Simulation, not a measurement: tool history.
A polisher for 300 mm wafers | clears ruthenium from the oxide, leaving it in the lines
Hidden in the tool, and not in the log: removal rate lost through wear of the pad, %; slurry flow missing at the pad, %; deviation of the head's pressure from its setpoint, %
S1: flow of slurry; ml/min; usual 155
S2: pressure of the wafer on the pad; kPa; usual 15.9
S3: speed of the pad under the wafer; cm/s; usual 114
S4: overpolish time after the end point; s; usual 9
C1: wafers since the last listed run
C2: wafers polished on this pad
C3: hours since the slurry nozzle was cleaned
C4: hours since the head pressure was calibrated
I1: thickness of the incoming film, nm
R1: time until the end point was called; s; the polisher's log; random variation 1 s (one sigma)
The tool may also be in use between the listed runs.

Run 1, hour 0: usual settings; C1 0; C2 1028; C3 344.4; C4 130.9; I1 110.3. Result: R1 82.5 s.
Run 2, hour 91: usual settings; C1 916; C2 1944; C3 435.4; C4 221.9; I1 109.4. Result: R1 81.1 s.
At hour 191.7: worn pad replaced by a new one.
Run 3, hour 193.2: usual settings; C1 988; C2 14; C3 537.6; C4 324.1; I1 109. Result: R1 82.2 s.
Run 4, hour 230.5: usual settings; C1 375; C2 390; C3 574.9; C4 361.4; I1 110.2. Result: R1 85.7 s.
At hour 251.7: head pressure recalibrated.
Run 5, hour 307.5: usual settings but S1 170 ml/min; C1 755; C2 1145; C3 651.9; C4 55.8; I1 110.4. Result: R1 83.4 s.
Run 6, hour 371.1: usual settings; C1 640; C2 1785; C3 715.5; C4 119.4; I1 109.3. Result: R1 83.6 s.
Run 7, hour 456.4: usual settings but S2 13.1 kPa; C1 858; C2 2644; C3 800.8; C4 204.7; I1 108. Result: R1 103 s.
At hour 488: slurry nozzle cleaned.
Run 8, hour 518.2: usual settings but S2 13.1 kPa; C1 612; C2 3256; C3 30.2; C4 266.5; I1 110. Result: R1 90.5 s.
At hour 539.6: worn pad replaced by a new one.
Run 9, hour 574.6: usual settings but S2 13.1 kPa; C1 527; C2 352; C3 86.6; C4 322.9; I1 109.3. Result: R1 93.9 s.
Run 10, hour 631.8: usual settings but S1 135 ml/min; C1 575; C2 928; C3 143.8; C4 380.1; I1 112.3. Result: R1 81.5 s.
At hour 634.1: head pressure recalibrated.
Run 11, hour 671.7: usual settings but S1 135 ml/min; C1 381; C2 1309; C3 183.7; C4 37.6; I1 109.8. Result: R1 81.8 s.
Run 12, hour 750.2: usual settings but S1 135 ml/min; C1 790; C2 2099; C3 262.2; C4 116.1; I1 109.5. Result: R1 82.2 s.
Run 13, hour 815.8: usual settings; C1 660; C2 2760; C3 327.8; C4 181.7; I1 110.1. Result: R1 80.9 s.
At hour 846.1: worn pad replaced by a new one, of another model than before.
Run 14, hour 883.2: usual settings but S3 90 cm/s, S4 12 s; C1 638; C2 373; C3 395.2; C4 249.1; I1 110.6. Result: R1 130.1 s.
Run 15, hour 988.2: usual settings but S3 146 cm/s; C1 1057; C2 1430; C3 500.2; C4 354.1; I1 109.5. Result: R1 101.3 s.
Run 16, hour 1038.4: usual settings; C1 505; C2 1935; C3 550.4; C4 404.3; I1 109.1. Result: R1 117.4 s.
At hour 1065: head pressure recalibrated.
Run 17, hour 1083.1: usual settings but S2 17.2 kPa; C1 429; C2 2365; C3 595.1; C4 18.1; I1 109.2. Result: R1 112.3 s.
Run 18, hour 1148.1: usual settings but S3 90 cm/s; C1 654; C2 3020; C3 660.1; C4 83.1; I1 108.8. Result: R1 133 s.
At hour 1159: slurry nozzle cleaned.
At hour 1176.2: worn pad replaced by a new one.
Run 19, hour 1196.3: usual settings but S2 19.3 kPa, S3 96 cm/s; C1 434; C2 202; C3 37.3; C4 131.3; I1 108. Result: R1 74.7 s.
Run 20, hour 1249.3: usual settings; C1 533; C2 735; C3 90.3; C4 184.3; I1 108.9. Result: R1 82.5 s.
Run 21, hour 1351.4: usual settings but S1 105 ml/min, S2 17.9 kPa, S3 84 cm/s; C1 1027; C2 1763; C3 192.4; C4 286.4; I1 109.2. Result: R1 128.3 s.
Run 22, hour 1427.9: usual settings but S2 13.8 kPa; C1 770; C2 2533; C3 268.9; C4 362.9; I1 109.7. Result: R1 111 s.
At hour 1447: head pressure recalibrated.
Run 23, hour 1506.6: usual settings; C1 772; C2 3305; C3 347.6; C4 59.6; I1 107.5. Result: R1 115.8 s.
At hour 1538.4: worn pad replaced by a new one.
Run 24, hour 1612.7: usual settings; C1 1027; C2 747; C3 453.7; C4 165.7; I1 111.6. Result: R1 119.1 s.

4 ways to go on from here, each from the tool as it stands after run 24. What would each give?
Run A, hour 1613.1: usual settings but S1 115 ml/min; C1 4; C2 751; C3 454.1; C4 166.1; I1 108.6. Result: R1 ?.
Run B, hour 1613.1: usual settings but S1 205 ml/min, S2 20 kPa, S3 138 cm/s, S4 6 s; C1 4; C2 751; C3 454.1; C4 166.1; I1 108.6. Result: R1 ?.
Run C, hour 1613.1: usual settings but S1 105 ml/min, S2 11.7 kPa; C1 4; C2 751; C3 454.1; C4 166.1; I1 108.6. Result: R1 ?.
Run D, hour 1613.1: usual settings but S3 82 cm/s, S4 6 s; C1 4; C2 751; C3 454.1; C4 166.1; I1 108.6. Result: R1 ?.

run     R1
  A  116.3
  B   82.7
  C  136.3
  D    133
Without the tool's hidden state the same runs would have given:
run     R1
  A   84.8
  B   51.9
  C  111.4
  D   86.9

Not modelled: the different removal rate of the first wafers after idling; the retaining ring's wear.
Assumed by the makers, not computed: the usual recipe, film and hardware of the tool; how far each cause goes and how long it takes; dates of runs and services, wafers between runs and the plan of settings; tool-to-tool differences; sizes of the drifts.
